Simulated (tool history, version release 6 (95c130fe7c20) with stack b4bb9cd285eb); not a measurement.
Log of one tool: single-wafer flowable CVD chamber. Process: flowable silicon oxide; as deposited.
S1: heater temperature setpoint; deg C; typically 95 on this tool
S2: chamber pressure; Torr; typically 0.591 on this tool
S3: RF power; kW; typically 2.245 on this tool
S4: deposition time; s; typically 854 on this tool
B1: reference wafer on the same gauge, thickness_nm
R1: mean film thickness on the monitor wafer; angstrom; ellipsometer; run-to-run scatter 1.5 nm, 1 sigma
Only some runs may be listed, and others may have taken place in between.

run 1 day=0 | S1=95 S2=0.591 S3=2.245 S4=854 | B1=452.131 | R1=4086.73
run 2 day=0.967 | S1=95 S2=0.514 S3=2.245 S4=773 | B1=452.121 | R1=3228.68
run 3 day=1.992 | S1=95 S2=0.514 S3=2.245 S4=773 | B1=452.351 | R1=3234.55
run 4 day=3.379 | S1=95 S2=0.591 S3=2.245 S4=983 | B1=451.679 | R1=4695.24
run 5 day=4.542 | S1=95 S2=0.591 S3=2.245 S4=983 | B1=451.084 | R1=4706.36
run 6 day=5.083 | S1=95 S2=0.591 S3=2.245 S4=854 | B1=452.238 | R1=4087.02
run 7 day=8.583 | S1=95 S2=0.591 S3=2.245 S4=854 | B1=452.067 | R1=4253.08
run 8 day=10 | S1=102 S2=0.591 S3=2.245 S4=854 | B1=451.885 | R1=3272.21
run 9 day=10.767 | S1=106 S2=0.591 S3=2.245 S4=735 | B1=452.538 | R1=2421.83
run 10 day=12.15 | S1=104 S2=0.591 S3=2.245 S4=951 | B1=451.752 | R1=3368.94
run 11 day=12.667 | S1=99 S2=0.591 S3=2.245 S4=704 | B1=451.59 | R1=3013.67
run 12 day=13.212 | S1=101 S2=0.591 S3=2.54 S4=776 | B1=451.775 | R1=3084.76
run 13 day=14.304 | S1=95 S2=0.591 S3=2.44 S4=922 | B1=452.172 | R1=4563.52
run 14 day=15.025 | S1=95 S2=0.591 S3=2.245 S4=854 | B1=452.061 | R1=4232.38
run 15 day=16.088 | S1=101 S2=0.472 S3=1.94 S4=793 | B1=452.633 | R1=2461.45
run 16 day=16.908 | S1=95 S2=0.507 S3=2.245 S4=711 | B1=451.332 | R1=3006.82
run 17 day=17.608 | S1=95 S2=0.488 S3=2.37 S4=747 | B1=452.179 | R1=3025.89

Not shown here: 5 entries made in the log between runs. Locate each between two listed runs and compare the hidden state at the listed run before it with the hidden state at the listed run after it:
Logged between run 6 and run 7: thermocouple changed; heater temperature recalibrated (day 8.167)
  wafer temperature above the value expected at the setpoint (K): 1.36 -> 0.162
  the result without the hidden state subtracted from the measured one, R1: -211.32 -> -25.59 angstrom
Logged between run 7 and run 8: showerhead replaced (day 8.925); capacitance manometer re-zeroed and calibrated (day 9.979)
  wafer temperature above the value expected at the setpoint (K): 0.162 -> 0.278
  the result without the hidden state subtracted from the measured one, R1: -25.59 -> -34.49 angstrom
Logged between run 8 and run 9: gauge calibrated (day 10.571)
  wafer temperature above the value expected at the setpoint (K): 0.278 -> 0.336
  the result without the hidden state subtracted from the measured one, R1: -34.49 -> -30.2 angstrom
Logged between run 12 and run 13: RF generator calibrated (day 13.896)
  wafer temperature above the value expected at the setpoint (K): 0.504 -> 0.571
  the result without the hidden state subtracted from the measured one, R1: -59.59 -> -97.67 angstrom
